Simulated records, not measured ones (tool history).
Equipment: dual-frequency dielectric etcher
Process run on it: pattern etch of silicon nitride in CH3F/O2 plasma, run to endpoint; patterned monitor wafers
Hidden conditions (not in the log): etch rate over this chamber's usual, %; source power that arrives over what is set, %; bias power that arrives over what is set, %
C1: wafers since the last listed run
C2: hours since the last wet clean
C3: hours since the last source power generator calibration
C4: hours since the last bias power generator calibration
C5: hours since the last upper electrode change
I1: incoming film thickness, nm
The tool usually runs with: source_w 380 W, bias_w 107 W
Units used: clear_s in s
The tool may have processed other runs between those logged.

Run 1, hour 0.0: usual settings; C1 0; C2 359.0; C3 1516.9; C4 3128.0; C5 2708.5; I1 97.1. Result: clear_s 96.1 s.
Run 2, hour 73.0: usual settings; C1 619; C2 432.0; C3 1589.9; C4 3201.0; C5 2781.5; I1 97.3. Result: clear_s 95.7 s.
At hour 222.3: wet clean of the chamber.
Run 3, hour 304.9: usual settings but source_w 440 W, bias_w 94 W; C1 1763; C2 82.6; C3 1821.8; C4 3432.9; C5 3013.4; I1 97.6. Result: clear_s 102.4 s.
Run 4, hour 369.9: usual settings but source_w 440 W, bias_w 94 W; C1 551; C2 147.6; C3 1886.8; C4 3497.9; C5 3078.4; I1 97.8. Result: clear_s 101.9 s.
At hour 463.5: source power generator calibrated.
At hour 471.0: upper electrode replaced.
Run 5, hour 471.5: usual settings; C1 764; C2 249.2; C3 8.0; C4 3599.5; C5 0.5; I1 97.9. Result: clear_s 98.1 s.
At hour 509.5: bias power generator calibrated.
Run 6, hour 521.7: usual settings; C1 391; C2 299.4; C3 58.2; C4 12.2; C5 50.7; I1 97.0. Result: clear_s 97.0 s.
Run 7, hour 625.8: usual settings; C1 883; C2 403.5; C3 162.3; C4 116.3; C5 154.8; I1 97.5. Result: clear_s 96.6 s.
Run 8, hour 698.7: usual settings but source_w 470 W; C1 618; C2 476.4; C3 235.2; C4 189.2; C5 227.7; I1 97.0. Result: clear_s 92.0 s.
At hour 745.0: wet clean of the chamber.
Run 9, hour 792.7: usual settings but source_w 310 W, bias_w 98 W; C1 593; C2 47.7; C3 329.2; C4 283.2; C5 321.7; I1 97.4. Result: clear_s 106.4 s.
Run 10, hour 851.3: usual settings but source_w 410 W, bias_w 86 W; C1 497; C2 106.3; C3 387.8; C4 341.8; C5 380.3; I1 98.1. Result: clear_s 108.3 s.
Run 11, hour 958.9: usual settings but source_w 340 W, bias_w 89 W; C1 912; C2 213.9; C3 495.4; C4 449.4; C5 487.9; I1 98.1. Result: clear_s 109.6 s.
Run 12, hour 1056.0: usual settings but source_w 340 W, bias_w 115 W; C1 823; C2 311.0; C3 592.5; C4 546.5; C5 585.0; I1 98.0. Result: clear_s 96.7 s.
Run 13, hour 1117.9: usual settings; C1 525; C2 372.9; C3 654.4; C4 608.4; C5 646.9; I1 96.7. Result: clear_s 96.0 s.
Run 14, hour 1160.0: usual settings but source_w 350 W, bias_w 87 W; C1 357; C2 415.0; C3 696.5; C4 650.5; C5 689.0; I1 98.3. Result: clear_s 109.2 s.

4 options for the next run, each taken on its own from the tool as it stands now. Forecast them:
Run A, hour 1160.5: usual settings but source_w 340 W; C1 4; C2 415.5; C3 697.0; C4 651.0; C5 689.5; I1 97.0. Result: clear_s ?.
Run B, hour 1160.5: usual settings but source_w 430 W, bias_w 97 W; C1 4; C2 415.5; C3 697.0; C4 651.0; C5 689.5; I1 97.0. Result: clear_s ?.
Run C, hour 1160.5: usual settings but bias_w 82 W; C1 4; C2 415.5; C3 697.0; C4 651.0; C5 689.5; I1 97.0. Result: clear_s ?.
Run D, hour 1160.5: usual settings but source_w 420 W, bias_w 126 W; C1 4; C2 415.5; C3 697.0; C4 651.0; C5 689.5; I1 97.0. Result: clear_s ?.

run  clear_s
  A     98.3
  B     98.4
  C    109.3
  D     87.3
Without the tool's unlogged condition, the same runs would have read:
run  clear_s
  A    101.4
  B    101.5
  C    112.8
  D     90.1

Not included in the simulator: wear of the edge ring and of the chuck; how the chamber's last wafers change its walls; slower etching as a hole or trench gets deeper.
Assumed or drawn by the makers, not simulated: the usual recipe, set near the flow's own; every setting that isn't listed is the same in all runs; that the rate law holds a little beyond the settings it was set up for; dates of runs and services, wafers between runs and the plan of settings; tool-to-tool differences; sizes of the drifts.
